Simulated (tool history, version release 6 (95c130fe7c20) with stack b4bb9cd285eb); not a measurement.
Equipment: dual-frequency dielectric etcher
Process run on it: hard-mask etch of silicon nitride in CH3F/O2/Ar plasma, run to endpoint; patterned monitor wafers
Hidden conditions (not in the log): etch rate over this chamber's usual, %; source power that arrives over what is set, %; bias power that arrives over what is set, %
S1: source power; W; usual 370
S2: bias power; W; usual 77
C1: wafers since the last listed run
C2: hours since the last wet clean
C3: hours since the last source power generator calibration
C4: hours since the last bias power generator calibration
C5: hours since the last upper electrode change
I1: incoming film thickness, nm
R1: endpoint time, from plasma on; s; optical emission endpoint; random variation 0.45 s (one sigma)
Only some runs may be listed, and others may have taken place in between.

Run 1, hour 0.0: usual settings; C1 0; C2 242.7; C3 2515.0; C4 3031.5; C5 5418.2; I1 36.17. Result: R1 47.2 s.
Run 2, hour 32.4: usual settings but S1 310 W; C1 533; C2 275.1; C3 2547.4; C4 3063.9; C5 5450.6; I1 35.82. Result: R1 49.5 s.
Run 3, hour 72.3: usual settings; C1 657; C2 315.0; C3 2587.3; C4 3103.8; C5 5490.5; I1 35.74. Result: R1 46.4 s.
Run 4, hour 108.5: usual settings; C1 596; C2 351.2; C3 2623.5; C4 3140.0; C5 5526.7; I1 36.39. Result: R1 47.4 s.
At hour 185.3: wet clean of the chamber.
Run 5, hour 185.8: usual settings; C1 878; C2 0.5; C3 2700.8; C4 3217.3; C5 5604.0; I1 35.93. Result: R1 49.7 s.
Run 6, hour 207.4: usual settings but S1 440 W; C1 355; C2 22.1; C3 2722.4; C4 3238.9; C5 5625.6; I1 35.99. Result: R1 47.6 s.
Run 7, hour 242.6: usual settings but S1 440 W; C1 579; C2 57.3; C3 2757.6; C4 3274.1; C5 5660.8; I1 36.38. Result: R1 48.1 s.
Run 8, hour 283.5: usual settings but S1 440 W; C1 673; C2 98.2; C3 2798.5; C4 3315.0; C5 5701.7; I1 35.89. Result: R1 47.0 s.
Run 9, hour 338.1: usual settings; C1 899; C2 152.8; C3 2853.1; C4 3369.6; C5 5756.3; I1 36.30. Result: R1 49.2 s.
Run 10, hour 365.5: usual settings; C1 451; C2 180.2; C3 2880.5; C4 3397.0; C5 5783.7; I1 36.18. Result: R1 48.5 s.
At hour 385.9: source power generator calibrated.
At hour 391.1: bias power generator calibrated.
Run 11, hour 410.7: usual settings; C1 612; C2 225.4; C3 24.8; C4 19.6; C5 5828.9; I1 36.26. Result: R1 49.1 s.
Run 12, hour 477.2: usual settings; C1 1095; C2 291.9; C3 91.3; C4 86.1; C5 5895.4; I1 36.29. Result: R1 47.8 s.
Run 13, hour 502.9: usual settings but S1 300 W, S2 96 W; C1 423; C2 317.6; C3 117.0; C4 111.8; C5 5921.1; I1 36.30. Result: R1 47.6 s.
At hour 549.0: wet clean of the chamber.
Run 14, hour 549.5: usual settings but S2 63 W; C1 372; C2 0.5; C3 163.6; C4 158.4; C5 5967.7; I1 36.36. Result: R1 52.7 s.
Run 15, hour 590.9: usual settings but S1 330 W, S2 59 W; C1 682; C2 41.9; C3 205.0; C4 199.8; C5 6009.1; I1 36.66. Result: R1 54.4 s.
Run 16, hour 615.5: usual settings but S1 300 W, S2 91 W; C1 405; C2 66.5; C3 229.6; C4 224.4; C5 6033.7; I1 36.10. Result: R1 49.5 s.
Run 17, hour 654.1: usual settings but S1 340 W, S2 82 W; C1 636; C2 105.1; C3 268.2; C4 263.0; C5 6072.3; I1 36.28. Result: R1 49.4 s.
At hour 693.3: upper electrode replaced.
Run 18, hour 720.7: usual settings but S1 410 W; C1 701; C2 171.7; C3 334.8; C4 329.6; C5 27.4; I1 36.21. Result: R1 47.2 s.
Run 19, hour 776.6: usual settings but S1 310 W, S2 82 W; C1 921; C2 227.6; C3 390.7; C4 385.5; C5 83.3; I1 36.16. Result: R1 49.2 s.
Run 20, hour 831.6: usual settings but S1 440 W; C1 906; C2 282.6; C3 445.7; C4 440.5; C5 138.3; I1 36.35. Result: R1 45.6 s.
Run 21, hour 888.5: usual settings but S1 290 W, S2 91 W; C1 937; C2 339.5; C3 502.6; C4 497.4; C5 195.2; I1 36.41. Result: R1 48.6 s.
Run 22, hour 922.5: usual settings; C1 560; C2 373.5; C3 536.6; C4 531.4; C5 229.2; I1 36.04. Result: R1 47.4 s.
Run 23, hour 959.0: usual settings; C1 601; C2 410.0; C3 573.1; C4 567.9; C5 265.7; I1 36.41. Result: R1 47.8 s.
At hour 997.5: wet clean of the chamber.
Run 24, hour 1001.9: usual settings but S1 290 W, S2 84 W; C1 311; C2 4.4; C3 616.0; C4 610.8; C5 308.6; I1 36.30. Result: R1 52.4 s.

Each row is a separate what-if for the run after 24, all from the same tool condition, not one after another. Results?
Run A, hour 1002.3: usual settings; C1 6; C2 4.8; C3 616.4; C4 611.2; C5 309.0; I1 36.25. Result: R1 ?.
Run B, hour 1002.3: usual settings but S1 410 W, S2 67 W; C1 6; C2 4.8; C3 616.4; C4 611.2; C5 309.0; I1 36.25. Result: R1 ?.
Run C, hour 1002.3: usual settings but S1 400 W, S2 92 W; C1 6; C2 4.8; C3 616.4; C4 611.2; C5 309.0; I1 36.25. Result: R1 ?.

run    R1
  A  50.9
  B  51.1
  C  47.6
With the hidden condition removed and each run's random variation left untouched, the same runs would have given:
run    R1
  A  50.7
  B  51.0
  C  47.5

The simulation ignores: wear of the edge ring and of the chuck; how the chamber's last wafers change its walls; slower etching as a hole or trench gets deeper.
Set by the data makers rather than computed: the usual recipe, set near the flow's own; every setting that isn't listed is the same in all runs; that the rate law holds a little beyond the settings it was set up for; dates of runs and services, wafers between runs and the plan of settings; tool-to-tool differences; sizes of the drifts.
